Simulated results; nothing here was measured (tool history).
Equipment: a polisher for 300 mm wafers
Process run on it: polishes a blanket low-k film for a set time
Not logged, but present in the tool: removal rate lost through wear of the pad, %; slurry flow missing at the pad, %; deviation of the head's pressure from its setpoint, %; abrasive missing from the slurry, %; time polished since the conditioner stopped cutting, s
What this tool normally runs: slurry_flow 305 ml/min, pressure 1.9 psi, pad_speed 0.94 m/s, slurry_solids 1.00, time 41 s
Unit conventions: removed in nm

| run | hour | slurry_flow | pressure | pad_speed | slurry_solids | time | wafers since the last listed run | wafers polished on this pad | hours since the slurry nozzle was cleaned | hours since the head pressure was calibrated | hours since the slurry blender was calibrated | hours since the conditioning disc was replaced | incoming thickness of the incoming film, nm | removed |
|---|---|---|---|---|---|---|---|---|---|---|---|---|---|---|
| 1 | 0.0 | 305 | 1.9 | 0.94 | 0.90 | 41 | 0 | 1016 | 109.5 | 840.6 | 69.3 | 105.8 | 409.9 | 11.4 |
| 2 | 58.1 | 305 | 1.9 | 0.94 | 1.00 | 41 | 694 | 1710 | 167.6 | 898.7 | 127.4 | 163.9 | 410.4 | 12.1 |
| 3 | 113.7 | 305 | 1.9 | 0.94 | 1.00 | 48 | 664 | 2375 | 223.2 | 954.3 | 183.0 | 219.5 | 410.8 | 14.1 |
|  | 165.7 | conditioning disc replaced and pad reconditioned |
|  | 196.7 | worn pad replaced by a new one |
|  | 204.6 | slurry nozzle cleaned |
| 4 | 255.3 | 305 | 1.9 | 0.94 | 1.00 | 41 | 1609 | 688 | 50.7 | 1095.9 | 324.6 | 89.6 | 404.4 | 12.0 |
| 5 | 304.3 | 305 | 1.9 | 0.94 | 1.00 | 41 | 585 | 1274 | 99.7 | 1144.9 | 373.6 | 138.6 | 413.0 | 11.9 |
|  | 315.3 | slurry blender recalibrated |
| 6 | 350.0 | 305 | 1.9 | 0.94 | 1.00 | 41 | 522 | 1796 | 145.4 | 1190.6 | 34.7 | 184.3 | 417.3 | 12.0 |
| 7 | 377.5 | 305 | 2.2 | 0.94 | 1.00 | 41 | 328 | 2125 | 172.9 | 1218.1 | 62.2 | 211.8 | 409.7 | 13.7 |
|  | 381.9 | head pressure recalibrated |
| 8 | 425.7 | 305 | 2.2 | 0.94 | 1.00 | 41 | 552 | 2677 | 221.1 | 43.8 | 110.4 | 260.0 | 408.1 | 15.1 |
|  | 431.2 | conditioning disc replaced and pad reconditioned |
|  | 450.8 | worn pad replaced by a new one |
| 9 | 459.6 | 305 | 2.2 | 0.94 | 1.00 | 41 | 333 | 104 | 255.0 | 77.7 | 144.3 | 28.4 | 405.6 | 14.7 |
| 10 | 488.3 | 240 | 1.9 | 0.94 | 1.00 | 41 | 343 | 447 | 283.7 | 106.4 | 173.0 | 57.1 | 405.1 | 12.4 |
|  | 521.4 | slurry nozzle cleaned |
| 11 | 545.5 | 305 | 1.9 | 0.94 | 0.70 | 41 | 671 | 1119 | 24.1 | 163.6 | 230.2 | 114.3 | 419.6 | 10.4 |
| 12 | 577.4 | 305 | 2.2 | 0.94 | 1.00 | 32 | 381 | 1501 | 56.0 | 195.5 | 262.1 | 146.2 | 408.3 | 11.5 |
| 13 | 644.7 | 305 | 2.2 | 0.94 | 1.00 | 32 | 804 | 2305 | 123.3 | 262.8 | 329.4 | 213.5 | 407.2 | 11.3 |
|  | 665.8 | slurry blender recalibrated |
|  | 712.4 | conditioning disc replaced and pad reconditioned |
| 14 | 713.9 | 305 | 1.9 | 0.94 | 1.00 | 41 | 779 | 3085 | 192.5 | 332.0 | 48.1 | 1.5 | 415.4 | 12.5 |
|  | 726.7 | worn pad replaced by a new one |
| 15 | 744.3 | 380 | 1.3 | 0.94 | 1.15 | 41 | 315 | 210 | 222.9 | 362.4 | 78.5 | 31.9 | 416.5 | 9.2 |
| 16 | 785.6 | 245 | 1.9 | 0.94 | 0.80 | 36 | 493 | 704 | 264.2 | 403.7 | 119.8 | 73.2 | 402.4 | 9.4 |
| 17 | 812.6 | 305 | 1.4 | 0.74 | 1.20 | 41 | 322 | 1027 | 291.2 | 430.7 | 146.8 | 100.2 | 410.2 | 8.5 |
| 18 | 842.0 | 305 | 1.9 | 0.94 | 1.00 | 41 | 351 | 1378 | 320.6 | 460.1 | 176.2 | 129.6 | 405.4 | 12.5 |
| 19 | 878.3 | 240 | 1.4 | 0.94 | 0.90 | 28 | 434 | 1812 | 356.9 | 496.4 | 212.5 | 165.9 | 406.8 | 5.7 |
|  | 906.4 | slurry nozzle cleaned |
| 20 | 931.8 | 305 | 1.9 | 0.94 | 1.00 | 41 | 627 | 2440 | 25.4 | 549.9 | 266.0 | 219.4 | 409.7 | 12.3 |
|  | 949.3 | conditioning disc replaced and pad reconditioned |
| 21 | 986.7 | 250 | 1.9 | 0.94 | 0.80 | 36 | 632 | 3073 | 80.3 | 604.8 | 320.9 | 37.4 | 412.5 | 9.4 |
|  | 993.1 | slurry blender recalibrated |
|  | 1021.3 | worn pad replaced by a new one |
| 22 | 1038.4 | 350 | 2.6 | 0.94 | 1.20 | 49 | 546 | 204 | 132.0 | 656.5 | 45.3 | 89.1 | 414.5 | 22.2 |
| 23 | 1078.3 | 305 | 2.5 | 0.94 | 1.00 | 41 | 477 | 681 | 171.9 | 696.4 | 85.2 | 129.0 | 409.2 | 16.0 |
| 24 | 1132.4 | 370 | 1.4 | 1.24 | 1.00 | 41 | 646 | 1328 | 226.0 | 750.5 | 139.3 | 183.1 | 411.8 | 10.8 |
| 25 | 1191.7 | 250 | 1.9 | 0.94 | 1.00 | 28 | 708 | 2037 | 285.3 | 809.8 | 198.6 | 242.4 | 407.4 | 8.0 |

Here are 4 independent what-if runs from the current tool condition. What would each one return?
| A | 1192.1 | 305 | 1.9 | 0.94 | 1.00 | 49 | 4 | 2041 | 285.7 | 810.2 | 199.0 | 242.8 | 415.2 | ? |
| B | 1192.1 | 340 | 2.5 | 0.94 | 1.10 | 52 | 4 | 2041 | 285.7 | 810.2 | 199.0 | 242.8 | 415.2 | ? |
| C | 1192.1 | 305 | 1.9 | 0.62 | 0.90 | 41 | 4 | 2041 | 285.7 | 810.2 | 199.0 | 242.8 | 415.2 | ? |
| D | 1192.1 | 305 | 1.9 | 0.62 | 1.00 | 51 | 4 | 2041 | 285.7 | 810.2 | 199.0 | 242.8 | 415.2 | ? |

| run | removed |
|---|---|
| A | 14.3 |
| B | 21.1 |
| C | 8.8 |
| D | 11.6 |
Without the tool's unlogged condition, the same runs would have read:
| run | removed |
|---|---|
| A | 15.4 |
| B | 22.7 |
| C | 9.5 |
| D | 12.4 |

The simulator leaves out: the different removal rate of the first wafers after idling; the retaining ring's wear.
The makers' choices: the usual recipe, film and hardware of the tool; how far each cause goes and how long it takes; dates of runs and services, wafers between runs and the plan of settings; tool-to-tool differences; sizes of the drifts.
